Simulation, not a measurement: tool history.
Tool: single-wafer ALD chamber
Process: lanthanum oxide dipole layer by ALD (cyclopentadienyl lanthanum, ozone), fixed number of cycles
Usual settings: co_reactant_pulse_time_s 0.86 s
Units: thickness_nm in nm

| run | day | co_reactant_pulse_time_s | wafers since the last listed run | hours since the last thermocouple change | hours since the last ozone generator service | hours since the showerhead was replaced | hours since the gauge calibration | read-back reference wafer on the same gauge, thickness_nm | thickness_nm |
|---|---|---|---|---|---|---|---|---|---|
| 1 | 0.000 | 0.86 | 0 | 2116.6 | 44.9 | 2413.4 | 1484.1 | 0.577 | 0.481 |
| 2 | 4.429 | 0.86 | 2379 | 2222.9 | 151.2 | 2519.7 | 1590.4 | 0.576 | 0.481 |
| 3 | 7.988 | 0.86 | 1911 | 2308.3 | 236.6 | 2605.1 | 1675.8 | 0.577 | 0.477 |
| 4 | 9.712 | 0.69 | 926 | 2349.7 | 278.0 | 2646.5 | 1717.2 | 0.577 | 0.450 |
| 5 | 12.021 | 0.63 | 1240 | 2405.1 | 333.4 | 2701.9 | 1772.6 | 0.576 | 0.438 |
| 6 | 14.958 | 0.86 | 1578 | 2475.6 | 403.9 | 2772.4 | 1843.1 | 0.576 | 0.480 |
| 7 | 17.796 | 1.11 | 1524 | 2543.7 | 472.0 | 2840.5 | 1911.2 | 0.576 | 0.514 |
| 8 | 19.517 | 1.11 | 924 | 2585.0 | 513.3 | 2881.8 | 1952.5 | 0.576 | 0.509 |
| 9 | 21.779 | 1.11 | 1215 | 2639.3 | 567.6 | 2936.1 | 2006.8 | 0.576 | 0.512 |
| 10 | 24.300 | 0.86 | 1354 | 2699.8 | 628.1 | 2996.6 | 2067.3 | 0.576 | 0.478 |
|  | 28.242 | showerhead replaced |
| 11 | 28.262 | 0.75 | 1949 | 2794.9 | 723.2 | 0.5 | 2162.4 | 0.575 | 0.459 |
|  | 30.108 | gauge calibrated |
| 12 | 30.171 | 0.75 | 1025 | 2840.7 | 769.0 | 46.3 | 1.5 | 0.576 | 0.455 |
|  | 31.875 | ozone generator serviced |
| 13 | 31.925 | 0.75 | 763 | 2882.8 | 1.2 | 88.4 | 43.6 | 0.577 | 0.462 |
|  | 32.300 | thermocouple changed; heater temperature recalibrated |
| 14 | 33.642 | 0.86 | 743 | 32.2 | 42.4 | 129.6 | 84.8 | 0.576 | 0.480 |
| 15 | 36.208 | 0.58 | 1379 | 93.8 | 104.0 | 191.2 | 146.4 | 0.576 | 0.425 |
| 16 | 38.358 | 0.86 | 1155 | 145.4 | 155.6 | 242.8 | 198.0 | 0.577 | 0.481 |
| 17 | 42.850 | 0.67 | 2413 | 253.2 | 263.4 | 350.6 | 305.8 | 0.575 | 0.444 |
| 18 | 46.596 | 1.15 | 2012 | 343.1 | 353.3 | 440.5 | 395.7 | 0.575 | 0.517 |
| 19 | 49.421 | 0.86 | 1517 | 410.9 | 421.1 | 508.3 | 463.5 | 0.576 | 0.477 |
| 20 | 52.517 | 1.04 | 1663 | 485.2 | 495.4 | 582.6 | 537.8 | 0.576 | 0.502 |
| 21 | 54.683 | 1.19 | 1164 | 537.2 | 547.4 | 634.6 | 589.8 | 0.575 | 0.520 |
| 22 | 58.200 | 0.86 | 1889 | 621.6 | 631.8 | 719.0 | 674.2 | 0.576 | 0.475 |
| 23 | 62.538 | 0.76 | 2330 | 725.7 | 735.9 | 823.1 | 778.3 | 0.577 | 0.457 |
|  | 64.300 | ozone generator serviced |
| 24 | 69.108 | 1.02 | 3351 | 883.4 | 115.4 | 980.8 | 936.0 | 0.576 | 0.502 |
| 25 | 72.808 | 1.20 | 1987 | 972.2 | 204.2 | 1069.6 | 1024.8 | 0.577 | 0.522 |
| 26 | 75.796 | 0.60 | 1605 | 1043.9 | 275.9 | 1141.3 | 1096.5 | 0.577 | 0.428 |
| 27 | 78.862 | 0.73 | 1647 | 1117.5 | 349.5 | 1214.9 | 1170.1 | 0.576 | 0.456 |

Hidden state at the last listed run before each entry between runs and at the first one after, where it differs:
Between runs 10 and 11: showerhead replaced (day 28.242)
  ozone dose above that of a generator just serviced (%): -4.23 -> -4.84
  measured less the result without the state, thickness_nm: -0.005 -> -0.007 nm
Between runs 11 and 12: gauge calibrated (day 30.108)
  ozone dose above that of a generator just serviced (%): -4.84 -> -5.14
  measured less the result without the state, thickness_nm: -0.007 -> -0.007 nm
Between runs 12 and 13: ozone generator serviced (day 31.875)
  ozone dose above that of a generator just serviced (%): -5.14 -> -0.966
  measured less the result without the state, thickness_nm: -0.007 -> -0.001 nm
Between runs 13 and 14: thermocouple changed; heater temperature recalibrated (day 32.300)
  ozone dose above that of a generator just serviced (%): -0.966 -> -1.23
  measured less the result without the state, thickness_nm: -0.001 -> -0.001 nm
Between runs 23 and 24: ozone generator serviced (day 64.300)
  ozone dose above that of a generator just serviced (%): -5.68 -> -1.64
  measured less the result without the state, thickness_nm: -0.008 -> -0.002 nm
